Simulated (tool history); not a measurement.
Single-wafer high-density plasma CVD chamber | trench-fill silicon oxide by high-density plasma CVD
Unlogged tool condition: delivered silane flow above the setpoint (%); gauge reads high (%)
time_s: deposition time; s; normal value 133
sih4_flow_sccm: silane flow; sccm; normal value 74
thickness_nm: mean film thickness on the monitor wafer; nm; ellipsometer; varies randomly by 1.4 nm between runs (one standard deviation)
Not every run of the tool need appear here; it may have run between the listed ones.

| run | day | time_s | sih4_flow_sccm | wafers since the last listed run | hours since the silane flow controller was replaced | hours since the gauge calibration | read-back reference wafer on the same gauge, thickness_nm | thickness_nm |
|---|---|---|---|---|---|---|---|---|
| 1 | 0 | 149 | 74 | 0 | 3170.5 | 109.4 | 718.102 | 1028.619 |
| 2 | 0.979 | 149 | 74 | 241 | 3194 | 132.9 | 717.521 | 1027.875 |
| 3 | 2.079 | 133 | 74 | 271 | 3220.4 | 159.3 | 718.165 | 917.612 |
| 4 | 2.892 | 133 | 74 | 200 | 3239.9 | 178.8 | 718.181 | 916.292 |
| 5 | 3.6 | 143 | 74 | 174 | 3256.9 | 195.8 | 718.104 | 988.465 |
| 6 | 4.796 | 143 | 74 | 295 | 3285.6 | 224.5 | 718.069 | 985.177 |
| 7 | 5.958 | 143 | 74 | 287 | 3313.5 | 252.4 | 717.775 | 987.253 |
| 8 | 7.408 | 133 | 67 | 358 | 3348.3 | 287.2 | 718.2 | 874.193 |
| 9 | 8.067 | 133 | 74 | 162 | 3364.1 | 303 | 717.83 | 918.457 |
| 10 | 9.538 | 133 | 74 | 363 | 3399.4 | 338.3 | 717.687 | 918.624 |
| 11 | 10.542 | 133 | 74 | 248 | 3423.5 | 362.4 | 718.331 | 918.397 |
| 12 | 11.858 | 133 | 63 | 325 | 3455.1 | 394 | 718.127 | 852.335 |
| 13 | 13.467 | 133 | 74 | 397 | 3493.7 | 432.6 | 717.913 | 921.083 |
| 14 | 17.821 | 133 | 74 | 1075 | 3598.2 | 537.1 | 717.725 | 919.917 |
| 15 | 18.638 | 133 | 74 | 201 | 3617.8 | 556.7 | 718.041 | 918.595 |
| 16 | 19.867 | 142 | 77 | 303 | 3647.3 | 586.2 | 717.855 | 1003.931 |
| 17 | 21.012 | 133 | 74 | 283 | 3674.8 | 613.7 | 718.406 | 920.068 |
| 18 | 21.767 | 110 | 87 | 186 | 3692.9 | 631.8 | 717.935 | 829.969 |
| 19 | 22.5 | 153 | 74 | 181 | 3710.5 | 649.4 | 717.958 | 1059.453 |
| 20 | 23.179 | 144 | 70 | 167 | 3726.8 | 665.7 | 718.104 | 970.242 |
| 21 | 24.133 | 133 | 74 | 235 | 3749.7 | 688.6 | 717.858 | 920.246 |
| 22 | 25.079 | 144 | 74 | 233 | 3772.4 | 711.3 | 718.009 | 998.684 |
|  | 25.825 | silane flow controller replaced |
| 23 | 28.45 | 133 | 74 | 750 | 63 | 792.2 | 717.733 | 902.021 |
| 24 | 29.292 | 145 | 61 | 207 | 83.2 | 812.4 | 717.909 | 893.555 |
|  | 29.717 | gauge calibrated |
| 25 | 30.354 | 123 | 68 | 262 | 108.7 | 15.3 | 717.787 | 798.935 |

For run 26, what comes out?
| 26 | 31.846 | 108 | 83 | 368 | 144.5 | 51.1 | ? | ? |

For run 26 the tool returned read-back reference wafer on the same gauge, thickness_nm 717.961, thickness_nm 773.592 nm.
Without the tool's hidden state the same run would have given thickness_nm 769.44 nm.
